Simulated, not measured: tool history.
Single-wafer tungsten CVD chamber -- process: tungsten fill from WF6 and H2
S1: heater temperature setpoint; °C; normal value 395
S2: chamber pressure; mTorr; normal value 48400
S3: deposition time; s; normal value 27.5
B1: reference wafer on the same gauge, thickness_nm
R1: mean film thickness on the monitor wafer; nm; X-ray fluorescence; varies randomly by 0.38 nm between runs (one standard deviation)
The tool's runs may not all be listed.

run	hour	S1	S2	S3	B1	R1
1	0	399	48400	27.5	110.143	99.894
2	210.9	395	48400	27.5	110.257	93.213
3	246.4	395	48400	27.5	110.168	92.963
4	315	395	48400	27.5	110.164	93.281
# hour 336.8: gauge calibrated
# hour 383.1: capacitance manometer re-zeroed and calibrated
5	383.7	395	48400	27.5	110.14	93.646
6	418.8	395	48400	27.5	110.116	92.494
# hour 454.1: showerhead replaced
7	482.1	395	48400	27.5	110.223	92.891
8	526.5	395	48400	27.5	110.347	92.991
9	567	395	48400	27.5	110.372	92.535
10	595.1	395	48400	27.5	110.24	93.363
# hour 632.9: thermocouple changed; heater temperature recalibrated
11	677.4	386	55200	30.6	110.328	90.971
12	707.5	395	37100	27.5	110.147	86.778
13	741.6	404	41000	30.2	110.275	115.181
14	795.3	389	48400	27.5	110.059	83.242
15	841.8	387	48400	32.7	110.166	95.399
16	875.3	395	48400	27.5	110.16	93.405
# hour 877.4: gauge calibrated
17	900.8	404	59200	27.5	110.303	114.905
18	959.9	395	48400	27.5	110.195	92.963

What was the tool's hidden state at every run in the log?
wafer temperature above the value expected at the setpoint (K): 0 at every run
true pressure above the setpoint (%): 0 at every run
gauge reads high (%): 0 at every run

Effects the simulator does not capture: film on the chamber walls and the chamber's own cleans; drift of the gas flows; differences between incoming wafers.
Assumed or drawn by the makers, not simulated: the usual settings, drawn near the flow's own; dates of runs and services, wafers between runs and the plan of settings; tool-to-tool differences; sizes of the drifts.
